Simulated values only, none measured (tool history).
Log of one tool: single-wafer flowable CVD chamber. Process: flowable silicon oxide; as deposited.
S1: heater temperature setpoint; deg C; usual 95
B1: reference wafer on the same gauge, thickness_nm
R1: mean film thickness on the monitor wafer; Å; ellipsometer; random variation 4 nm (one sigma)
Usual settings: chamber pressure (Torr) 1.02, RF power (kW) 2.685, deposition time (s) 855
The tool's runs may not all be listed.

{"run": 1, "hour": 0.0, "S1": 95, "chamber pressure (Torr)": 1.02, "RF power (kW)": 2.685, "deposition time (s)": 720, "B1": 810.054, "R1": 7195.93}
{"run": 2, "hour": 87.9, "S1": 95, "chamber pressure (Torr)": 1.02, "RF power (kW)": 2.685, "deposition time (s)": 720, "B1": 809.993, "R1": 7169.8}
{"run": 3, "hour": 183.6, "S1": 95, "chamber pressure (Torr)": 1.02, "RF power (kW)": 2.685, "deposition time (s)": 720, "B1": 810.727, "R1": 7148.37}
{"run": 4, "hour": 298.1, "S1": 95, "chamber pressure (Torr)": 0.96, "RF power (kW)": 2.685, "deposition time (s)": 855, "B1": 810.712, "R1": 7945.21}
{"run": 5, "hour": 343.0, "S1": 95, "chamber pressure (Torr)": 0.96, "RF power (kW)": 2.685, "deposition time (s)": 855, "B1": 811.534, "R1": 8012.65}
{"run": 6, "hour": 430.7, "S1": 95, "chamber pressure (Torr)": 0.96, "RF power (kW)": 2.685, "deposition time (s)": 855, "B1": 809.536, "R1": 8029.22}
{"hour": 452.0, "done": "capacitance manometer re-zeroed and calibrated"}
{"run": 7, "hour": 479.2, "S1": 95, "chamber pressure (Torr)": 1.02, "RF power (kW)": 2.685, "deposition time (s)": 855, "B1": 810.303, "R1": 8512.89}
{"hour": 519.0, "done": "RF generator calibrated"}
{"run": 8, "hour": 561.7, "S1": 83, "chamber pressure (Torr)": 1.23, "RF power (kW)": 2.91, "deposition time (s)": 932, "B1": 809.99, "R1": 16612.75}
{"hour": 640.7, "done": "gauge calibrated"}
{"run": 9, "hour": 645.7, "S1": 95, "chamber pressure (Torr)": 1.02, "RF power (kW)": 2.9, "deposition time (s)": 855, "B1": 809.802, "R1": 8586.1}
{"hour": 685.2, "done": "thermocouple changed; heater temperature recalibrated"}
{"hour": 709.8, "done": "showerhead replaced"}
{"run": 10, "hour": 710.3, "S1": 95, "chamber pressure (Torr)": 1.02, "RF power (kW)": 2.685, "deposition time (s)": 855, "B1": 810.295, "R1": 8534.14}
{"run": 11, "hour": 772.3, "S1": 95, "chamber pressure (Torr)": 1.09, "RF power (kW)": 2.96, "deposition time (s)": 720, "B1": 810.318, "R1": 7751.32}
{"run": 12, "hour": 868.2, "S1": 95, "chamber pressure (Torr)": 1.02, "RF power (kW)": 3.075, "deposition time (s)": 855, "B1": 809.346, "R1": 8608.6}
{"run": 13, "hour": 1153.5, "S1": 95, "chamber pressure (Torr)": 1.02, "RF power (kW)": 2.685, "deposition time (s)": 961, "B1": 809.843, "R1": 9572.19}

Run 14 comes next. What will it give?
{"run": 14, "hour": 1243.8, "S1": 95, "chamber pressure (Torr)": 1.02, "RF power (kW)": 2.685, "deposition time (s)": 855, "B1": "?", "R1": "?"}

B1: 809.961
R1: 8565.25 Å
Without the tool's hidden state the same run would have given R1 8565.25 Å.
